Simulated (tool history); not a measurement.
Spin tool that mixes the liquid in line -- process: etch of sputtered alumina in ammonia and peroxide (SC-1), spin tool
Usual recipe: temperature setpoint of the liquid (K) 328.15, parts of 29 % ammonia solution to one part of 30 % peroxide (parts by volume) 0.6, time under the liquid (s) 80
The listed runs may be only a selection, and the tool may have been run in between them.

run,hour,temperature setpoint of the liquid (K),parts of 29 % ammonia solution to one part of 30 % peroxide (parts by volume),time under the liquid (s),wafers since the last listed run,hours since the thermometer was replaced,hours since the ammonia flow meter was replaced,hours since the heated supply line was repaired,hours since the drum of ammonia solution was connected,hours since the gauge calibration,"read-back film thickness of the sputtered alumina reference wafer, read on the same gauge (nm)",thickness taken off the sputtered alumina on a monitor wafer (nm)
1,0,328.15,0.6,40,0,836.6,1268.9,492.9,319.8,1211.6,29.99,3.12
# hour 76: gauge calibrated
2,91.9,328.15,0.6,40,1109,928.5,1360.8,584.8,411.7,15.9,30,3.12
# hour 119: new drum of ammonia solution connected
3,195.7,323.15,0.7,80,1241,1032.3,1464.6,688.6,76.7,119.7,30,4.8
4,291.3,328.15,0.6,80,1154,1127.9,1560.2,784.2,172.3,215.3,30,6.23
# hour 368.5: thermometer replaced
5,393.7,328.15,0.6,105,1224,25.2,1662.6,886.6,274.7,317.7,30,8.14
6,462.2,328.15,0.6,105,826,93.7,1731.1,955.1,343.2,386.2,29.99,8.1
# hour 534: new drum of ammonia solution connected
7,549.3,328.15,0.6,105,1039,180.8,1818.2,1042.2,15.3,473.3,30,8.11
# hour 561.8: heated supply line repaired
8,608.9,335.15,0.6,40,707,240.4,1877.8,47.1,74.9,532.9,30,4.57
9,649.3,328.15,0.6,80,487,280.8,1918.2,87.5,115.3,573.3,30.01,6.32
10,730.7,334.15,0.6,80,982,362.2,1999.6,168.9,196.7,654.7,30.01,8.61
11,831.9,334.15,0.6,80,1221,463.4,2100.8,270.1,297.9,755.9,30.01,8.68
12,907.3,336.65,0.9,40,910,538.8,2176.2,345.5,373.3,831.3,30,5.04
# hour 975.6: new drum of ammonia solution connected
13,987,328.15,0.8,80,950,618.5,2255.9,425.2,11.4,911,29.99,6.43
14,1080.8,324.15,0.85,110,1132,712.3,2349.7,519,105.2,1004.8,29.99,7.21
15,1147.1,333.65,0.85,125,800,778.6,2416,585.3,171.5,1071.1,29.99,13.37
16,1200.9,319.65,0.3,65,649,832.4,2469.8,639.1,225.3,1124.9,30.02,2.99
17,1290.2,328.15,0.6,80,1078,921.7,2559.1,728.4,314.6,1214.2,30.01,6.25
18,1384.4,328.15,0.6,80,1137,1015.9,2653.3,822.6,408.8,1308.4,29.99,6.23
# hour 1395.1: thermometer replaced
# hour 1407.8: ammonia flow meter replaced
# hour 1408: gauge calibrated
# hour 1434.2: new drum of ammonia solution connected
# hour 1441: heated supply line repaired
19,1603.4,328.15,0.85,45,2595,208.3,195.6,162.4,169.2,195.4,30.01,3.69
20,1673.3,328.15,0.6,80,843,278.2,265.5,232.3,239.1,265.3,30.02,6.31
21,1746.5,323.15,0.7,80,883,351.4,338.7,305.5,312.3,338.5,30,4.9
22,1783.6,324.65,0.5,60,447,388.5,375.8,342.6,349.4,375.6,30.01,3.83
23,1841.7,331.15,0.35,105,701,446.6,433.9,400.7,407.5,433.7,29.99,9.21

State the hidden condition of the tool at each of the runs:
liquid colder than its thermometer reads (K): 0 across all the runs
ammonia flow above the setpoint (%): 0 across all the runs
ammonia solution weaker than its label (%): 0 across all the runs
gauge reads high (%): 0 across all the runs
H1: temperature lost on the way to the wafer (K)
run,H1
1,0.245
2,0.29
3,0.34
4,0.387
5,0.437
6,0.47
7,0.513
8,0.0296
9,0.0493
10,0.0891
11,0.139
12,0.175
13,0.214
14,0.26
15,0.292
16,0.319
17,0.362
18,0.408
19,0.0998
20,0.134
21,0.17
22,0.188
23,0.216
